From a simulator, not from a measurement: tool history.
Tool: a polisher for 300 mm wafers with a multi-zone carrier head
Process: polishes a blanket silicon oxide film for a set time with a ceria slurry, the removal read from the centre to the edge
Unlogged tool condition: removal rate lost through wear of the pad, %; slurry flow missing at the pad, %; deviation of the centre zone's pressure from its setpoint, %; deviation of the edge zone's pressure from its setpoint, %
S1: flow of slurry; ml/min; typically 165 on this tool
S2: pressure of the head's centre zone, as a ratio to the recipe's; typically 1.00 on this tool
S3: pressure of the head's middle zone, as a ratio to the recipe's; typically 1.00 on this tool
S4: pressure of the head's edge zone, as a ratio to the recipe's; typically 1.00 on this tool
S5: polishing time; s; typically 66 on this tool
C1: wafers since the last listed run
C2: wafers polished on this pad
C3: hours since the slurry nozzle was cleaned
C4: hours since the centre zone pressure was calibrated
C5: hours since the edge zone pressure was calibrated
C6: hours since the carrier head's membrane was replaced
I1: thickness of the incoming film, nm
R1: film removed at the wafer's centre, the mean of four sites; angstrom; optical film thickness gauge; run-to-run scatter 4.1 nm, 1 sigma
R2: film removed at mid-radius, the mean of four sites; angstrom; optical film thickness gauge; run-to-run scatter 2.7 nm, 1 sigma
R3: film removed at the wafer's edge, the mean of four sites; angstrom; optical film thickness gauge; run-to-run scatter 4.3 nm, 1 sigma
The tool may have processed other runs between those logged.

run     day   S1    S2    S3    S4  S5   C1    C2     C3      C4      C5     C6      I1    R1    R2    R3
  1   0.000  165  1.00  1.00  1.00  66    0   258  308.4  1122.5   997.5  288.5  1433.2  3222  3360  3352
  2   1.517  165  1.00  1.00  1.00  66  228   487  344.8  1158.9  1033.9  324.9  1414.8  3244  3282  3158
  3   3.058  165  1.00  1.00  1.00  66  232   719  381.8  1195.9  1070.9  361.9  1419.9  3069  3171  3078
  4   4.858  165  1.00  1.00  1.00  66  271   991  425.0  1239.1  1114.1  405.1  1449.2  2952  2956  2849
      5.546  -- worn pad replaced by a new one
  5   7.429  165  1.00  1.00  1.00  66  362   284  486.7  1300.8  1175.8  466.8  1461.7  3327  3408  3312
  6   9.588  120  1.00  1.00  0.91  66  325   610  538.5  1352.6  1227.6  518.6  1441.0  3136  3138  3107
  7  11.708  165  1.00  1.00  1.00  66  320   930  589.4  1403.5  1278.5  569.5  1440.1  3076  3142  3056
     11.958  -- slurry nozzle cleaned
     12.042  -- worn pad replaced by a new one
     12.442  -- edge zone pressure recalibrated
     12.912  -- centre zone pressure recalibrated
  8  12.946  190  1.00  0.96  1.00  66  142   111   23.7     0.8    12.1  599.2  1435.9  3500  3344  3358
  9  14.050  190  1.00  0.96  1.00  66  166   277   50.2    27.3    38.6  625.7  1435.5  3387  3307  3403
 10  15.612  220  1.00  1.00  1.00  66  235   513   87.7    64.8    76.1  663.2  1441.3  3420  3437  3408
 11  18.071  165  1.00  1.00  1.00  66  370   884  146.7   123.8   135.1  722.2  1432.0  3036  3115  3114
     19.208  -- worn pad replaced by a new one
     20.142  -- carrier head's membrane replaced by a new one
 12  20.717  165  1.00  1.00  1.00  66  342   196  210.2   187.3   198.6   13.8  1422.5  3303  3361  3259
 13  21.967  165  0.95  1.00  1.08  66  188   384  240.2   217.3   228.6   43.8  1426.4  3108  3343  3284
 14  24.033  165  0.93  0.96  0.89  66  311   696  289.8   266.9   278.2   93.4  1423.9  2961  3042  3063
 15  26.258  165  1.00  1.00  1.00  54  335  1032  343.2   320.3   331.6  146.8  1415.9  2368  2390  2337
     26.796  -- worn pad replaced by a new one
 16  28.567  165  1.00  1.05  1.00  66  323   267  398.6   375.7   387.0  202.2  1439.5  3351  3553  3335
 17  29.996  165  1.00  1.00  1.00  66  215   483  432.9   410.0   421.3  236.5  1437.9  3326  3315  3182
 18  31.879  165  1.11  1.00  0.92  45  284   767  478.1   455.2   466.5  281.7  1415.3  2320  2179  2050
     34.129  -- worn pad replaced by a new one
 19  34.200  165  1.00  1.00  0.94  66  325    10  533.8   510.9   522.2  337.4  1452.8  3417  3396  3333

Branching from run 19: 5 alternative next runs. What would each branch give?
  A  34.217  165  1.00  1.00  1.09  66   2  13  534.2  511.3  522.6  337.8  1419.9   ?   ?   ?
  B  34.217  145  1.00  1.00  1.00  66   2  13  534.2  511.3  522.6  337.8  1419.9   ?   ?   ?
  C  34.217  135  1.08  1.00  1.11  66   2  13  534.2  511.3  522.6  337.8  1419.9   ?   ?   ?
  D  34.217  180  1.00  1.00  1.10  66   2  13  534.2  511.3  522.6  337.8  1419.9   ?   ?   ?
  E  34.217  125  1.00  0.94  1.00  76   2  13  534.2  511.3  522.6  337.8  1419.9   ?   ?   ?

run    R1    R2    R3
  A  3415  3377  3383
  B  3347  3317  3262
  C  3547  3282  3333
  D  3458  3415  3420
  E  3758  3548  3701
Stripped of hidden state, with their random variation kept, the same runs would have yielded:
run    R1    R2    R3
  A  3428  3391  3397
  B  3360  3331  3275
  C  3562  3295  3346
  D  3472  3429  3434
  E  3773  3562  3716
